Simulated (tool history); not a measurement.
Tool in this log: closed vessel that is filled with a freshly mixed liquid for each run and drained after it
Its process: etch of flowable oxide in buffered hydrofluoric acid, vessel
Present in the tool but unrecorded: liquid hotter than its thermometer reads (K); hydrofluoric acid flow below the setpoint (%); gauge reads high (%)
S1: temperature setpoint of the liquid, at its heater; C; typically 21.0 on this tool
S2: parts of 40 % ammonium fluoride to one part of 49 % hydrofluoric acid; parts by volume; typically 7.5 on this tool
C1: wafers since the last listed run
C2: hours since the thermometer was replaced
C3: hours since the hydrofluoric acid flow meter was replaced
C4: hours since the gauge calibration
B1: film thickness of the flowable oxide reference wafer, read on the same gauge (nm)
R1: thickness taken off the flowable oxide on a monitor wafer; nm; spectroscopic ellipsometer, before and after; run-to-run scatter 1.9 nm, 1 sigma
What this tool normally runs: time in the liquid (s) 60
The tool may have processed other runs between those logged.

{"run": 1, "hour": 0.0, "S1": 21.0, "S2": 7.5, "time in the liquid (s)": 60, "C1": 0, "C2": 100.2, "C3": 1990.6, "C4": 585.1, "B1": 49.98, "R1": 184.95}
{"run": 2, "hour": 54.3, "S1": 21.0, "S2": 7.5, "time in the liquid (s)": 60, "C1": 4356, "C2": 154.5, "C3": 2044.9, "C4": 639.4, "B1": 50.0, "R1": 182.89}
{"run": 3, "hour": 263.0, "S1": 21.0, "S2": 7.5, "time in the liquid (s)": 60, "C1": 16744, "C2": 363.2, "C3": 2253.6, "C4": 848.1, "B1": 50.01, "R1": 181.09}
{"run": 4, "hour": 314.9, "S1": 23.5, "S2": 7.5, "time in the liquid (s)": 60, "C1": 4164, "C2": 415.1, "C3": 2305.5, "C4": 900.0, "B1": 49.96, "R1": 210.67}
{"run": 5, "hour": 344.8, "S1": 21.0, "S2": 7.5, "time in the liquid (s)": 65, "C1": 2398, "C2": 445.0, "C3": 2335.4, "C4": 929.9, "B1": 50.01, "R1": 197.54}
{"run": 6, "hour": 372.2, "S1": 21.0, "S2": 7.5, "time in the liquid (s)": 60, "C1": 2198, "C2": 472.4, "C3": 2362.8, "C4": 957.3, "B1": 50.02, "R1": 182.09}
{"run": 7, "hour": 413.5, "S1": 21.0, "S2": 7.5, "time in the liquid (s)": 60, "C1": 3313, "C2": 513.7, "C3": 2404.1, "C4": 998.6, "B1": 50.0, "R1": 179.25}
{"run": 8, "hour": 467.5, "S1": 21.0, "S2": 8.5, "time in the liquid (s)": 60, "C1": 4332, "C2": 567.7, "C3": 2458.1, "C4": 1052.6, "B1": 50.02, "R1": 160.61}
{"run": 9, "hour": 492.8, "S1": 21.0, "S2": 7.5, "time in the liquid (s)": 60, "C1": 2029, "C2": 593.0, "C3": 2483.4, "C4": 1077.9, "B1": 50.0, "R1": 179.33}
{"run": 10, "hour": 525.2, "S1": 21.0, "S2": 7.5, "time in the liquid (s)": 60, "C1": 2599, "C2": 625.4, "C3": 2515.8, "C4": 1110.3, "B1": 49.99, "R1": 179.97}
{"run": 11, "hour": 552.0, "S1": 23.5, "S2": 5.5, "time in the liquid (s)": 35, "C1": 2150, "C2": 652.2, "C3": 2542.6, "C4": 1137.1, "B1": 49.97, "R1": 163.19}
{"run": 12, "hour": 582.7, "S1": 23.0, "S2": 7.5, "time in the liquid (s)": 60, "C1": 2463, "C2": 682.9, "C3": 2573.3, "C4": 1167.8, "B1": 50.01, "R1": 201.28}
{"hour": 588.8, "done": "thermometer replaced"}
{"run": 13, "hour": 644.9, "S1": 21.0, "S2": 8.5, "time in the liquid (s)": 60, "C1": 4910, "C2": 56.1, "C3": 2635.5, "C4": 1230.0, "B1": 50.01, "R1": 158.71}
{"hour": 704.6, "done": "hydrofluoric acid flow meter replaced"}
{"hour": 738.9, "done": "gauge calibrated"}
{"run": 14, "hour": 802.4, "S1": 17.0, "S2": 9.5, "time in the liquid (s)": 40, "C1": 12556, "C2": 213.6, "C3": 97.8, "C4": 63.5, "B1": 50.01, "R1": 85.34}
{"run": 15, "hour": 849.1, "S1": 17.5, "S2": 6.5, "time in the liquid (s)": 40, "C1": 3746, "C2": 260.3, "C3": 144.5, "C4": 110.2, "B1": 50.0, "R1": 126.82}

Run 16 comes next. What will it give?
{"run": 16, "hour": 913.0, "S1": 17.5, "S2": 8.5, "time in the liquid (s)": 60, "C1": 5126, "C2": 324.2, "C3": 208.4, "C4": 174.1, "B1": "?", "R1": "?"}

B1: 49.98
R1: 141.27 nm
Take away the tool's hidden state, keep the run-to-run variation as it was, and the same run would have given R1 145.73 nm.
